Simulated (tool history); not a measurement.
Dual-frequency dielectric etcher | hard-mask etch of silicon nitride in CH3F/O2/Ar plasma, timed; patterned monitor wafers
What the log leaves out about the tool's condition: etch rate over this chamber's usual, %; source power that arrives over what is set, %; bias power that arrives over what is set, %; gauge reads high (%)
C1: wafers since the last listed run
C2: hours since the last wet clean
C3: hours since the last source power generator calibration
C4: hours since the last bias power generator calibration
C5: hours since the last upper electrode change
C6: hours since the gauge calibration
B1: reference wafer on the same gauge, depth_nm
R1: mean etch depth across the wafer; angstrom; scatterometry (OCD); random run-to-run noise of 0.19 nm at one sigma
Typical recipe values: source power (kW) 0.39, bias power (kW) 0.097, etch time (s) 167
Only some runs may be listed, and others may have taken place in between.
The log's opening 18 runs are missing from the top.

{"run": 19, "hour": 419.1, "source power (kW)": 0.36, "bias power (kW)": 0.076, "etch time (s)": 129.5, "C1": 111, "C2": 78.1, "C3": 5535.3, "C4": 138.3, "C5": 167.8, "C6": 177.3, "B1": 137.9, "R1": 879}
{"hour": 440.5, "done": "source power generator calibrated"}
{"run": 20, "hour": 453.3, "source power (kW)": 0.39, "bias power (kW)": 0.097, "etch time (s)": 167, "C1": 190, "C2": 112.3, "C3": 12.8, "C4": 172.5, "C5": 202, "C6": 211.5, "B1": 138, "R1": 1241}
{"run": 21, "hour": 466.7, "source power (kW)": 0.33, "bias power (kW)": 0.117, "etch time (s)": 136.5, "C1": 84, "C2": 125.7, "C3": 26.2, "C4": 185.9, "C5": 215.4, "C6": 224.9, "B1": 137.9, "R1": 1008}
{"run": 22, "hour": 482.0, "source power (kW)": 0.39, "bias power (kW)": 0.075, "etch time (s)": 203.5, "C1": 96, "C2": 141, "C3": 41.5, "C4": 201.2, "C5": 230.7, "C6": 240.2, "B1": 138, "R1": 1418}
{"run": 23, "hour": 510.1, "source power (kW)": 0.39, "bias power (kW)": 0.097, "etch time (s)": 167, "C1": 177, "C2": 169.1, "C3": 69.6, "C4": 229.3, "C5": 258.8, "C6": 268.3, "B1": 138, "R1": 1242}
{"run": 24, "hour": 540.4, "source power (kW)": 0.45, "bias power (kW)": 0.097, "etch time (s)": 145.5, "C1": 191, "C2": 199.4, "C3": 99.9, "C4": 259.6, "C5": 289.1, "C6": 298.6, "B1": 138.1, "R1": 1134}
{"run": 25, "hour": 566.5, "source power (kW)": 0.45, "bias power (kW)": 0.089, "etch time (s)": 216, "C1": 164, "C2": 225.5, "C3": 126, "C4": 285.7, "C5": 315.2, "C6": 324.7, "B1": 138, "R1": 1645}
{"run": 26, "hour": 598.4, "source power (kW)": 0.34, "bias power (kW)": 0.117, "etch time (s)": 194, "C1": 201, "C2": 257.4, "C3": 157.9, "C4": 317.6, "C5": 347.1, "C6": 356.6, "B1": 138, "R1": 1433}
{"run": 27, "hour": 616.3, "source power (kW)": 0.31, "bias power (kW)": 0.097, "etch time (s)": 189, "C1": 112, "C2": 275.3, "C3": 175.8, "C4": 335.5, "C5": 365, "C6": 374.5, "B1": 137.9, "R1": 1283}
{"run": 28, "hour": 642.4, "source power (kW)": 0.39, "bias power (kW)": 0.116, "etch time (s)": 193.5, "C1": 164, "C2": 301.4, "C3": 201.9, "C4": 361.6, "C5": 391.1, "C6": 400.6, "B1": 138, "R1": 1506}
{"run": 29, "hour": 656.7, "source power (kW)": 0.3, "bias power (kW)": 0.073, "etch time (s)": 167, "C1": 90, "C2": 315.7, "C3": 216.2, "C4": 375.9, "C5": 405.4, "C6": 414.9, "B1": 138, "R1": 1038}
{"run": 30, "hour": 682.1, "source power (kW)": 0.45, "bias power (kW)": 0.083, "etch time (s)": 210.5, "C1": 160, "C2": 341.1, "C3": 241.6, "C4": 401.3, "C5": 430.8, "C6": 440.3, "B1": 138.1, "R1": 1569}

Predict each of these 4 candidate next runs independently; none follows another, all start after run 30:
{"run": "A", "hour": 682.6, "source power (kW)": 0.39, "bias power (kW)": 0.078, "etch time (s)": 167, "C1": 3, "C2": 341.6, "C3": 242.1, "C4": 401.8, "C5": 431.3, "C6": 440.8, "B1": "?", "R1": "?"}
{"run": "B", "hour": 682.6, "source power (kW)": 0.44, "bias power (kW)": 0.097, "etch time (s)": 206, "C1": 3, "C2": 341.6, "C3": 242.1, "C4": 401.8, "C5": 431.3, "C6": 440.8, "B1": "?", "R1": "?"}
{"run": "C", "hour": 682.6, "source power (kW)": 0.29, "bias power (kW)": 0.078, "etch time (s)": 209, "C1": 3, "C2": 341.6, "C3": 242.1, "C4": 401.8, "C5": 431.3, "C6": 440.8, "B1": "?", "R1": "?"}
{"run": "D", "hour": 682.6, "source power (kW)": 0.42, "bias power (kW)": 0.076, "etch time (s)": 203.5, "C1": 3, "C2": 341.6, "C3": 242.1, "C4": 401.8, "C5": 431.3, "C6": 440.8, "B1": "?", "R1": "?"}

run=A B1=138 R1=1162
run=B B1=138 R1=1587
run=C B1=138 R1=1301
run=D B1=138 R1=1448
What these runs would have given with no unlogged condition in the tool:
run=A R1=1177
run=B R1=1606
run=C R1=1317
run=D R1=1465
